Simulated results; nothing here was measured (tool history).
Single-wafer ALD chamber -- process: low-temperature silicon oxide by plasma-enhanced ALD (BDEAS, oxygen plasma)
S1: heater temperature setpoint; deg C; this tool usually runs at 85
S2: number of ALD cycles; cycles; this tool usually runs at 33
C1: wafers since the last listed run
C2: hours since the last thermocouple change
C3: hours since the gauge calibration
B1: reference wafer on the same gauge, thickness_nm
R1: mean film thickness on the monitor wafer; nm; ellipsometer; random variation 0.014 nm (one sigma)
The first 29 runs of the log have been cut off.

run	day	S1	S2	C1	C2	C3	B1	R1
30	35.342	91	33	1176	171.4	1468.0	6.052	5.319
# day 35.496: gauge calibrated
31	36.192	77	37	238	191.8	16.7	6.047	6.284
32	37.600	85	33	395	225.6	50.5	6.054	5.460
33	38.546	85	33	265	248.3	73.2	6.051	5.444
34	39.796	72	27	351	278.3	103.2	6.051	4.639
35	40.796	73	39	281	302.3	127.2	6.055	6.698
36	41.562	71	33	215	320.7	145.6	6.050	5.725
37	42.258	93	27	195	337.4	162.3	6.048	4.332
38	43.462	85	33	338	366.3	191.2	6.049	5.454
39	44.454	72	31	278	390.1	215.0	6.050	5.358
40	47.142	78	37	755	454.6	279.5	6.053	6.262
41	48.221	71	31	303	480.5	305.4	6.054	5.367
42	49.125	72	33	254	502.2	327.1	6.055	5.682
43	50.596	93	37	413	537.5	362.4	6.050	5.960
44	51.333	99	30	207	555.2	380.1	6.048	4.734
45	55.488	85	29	1167	654.9	479.8	6.053	4.793
46	56.104	76	31	173	669.7	494.6	6.048	5.255
47	56.842	99	29	207	687.4	512.3	6.050	4.535

Here are 3 independent what-if runs from the current tool condition. What would each one return?
A	56.862	85	33	5	687.9	512.8	?	?
B	56.862	74	28	5	687.9	512.8	?	?
C	56.862	72	35	5	687.9	512.8	?	?

run	B1	R1
A	6.049	5.428
B	6.049	4.776
C	6.049	6.008
Without the tool's hidden state the same runs would have given:
run	R1
A	5.455
B	4.798
C	6.037
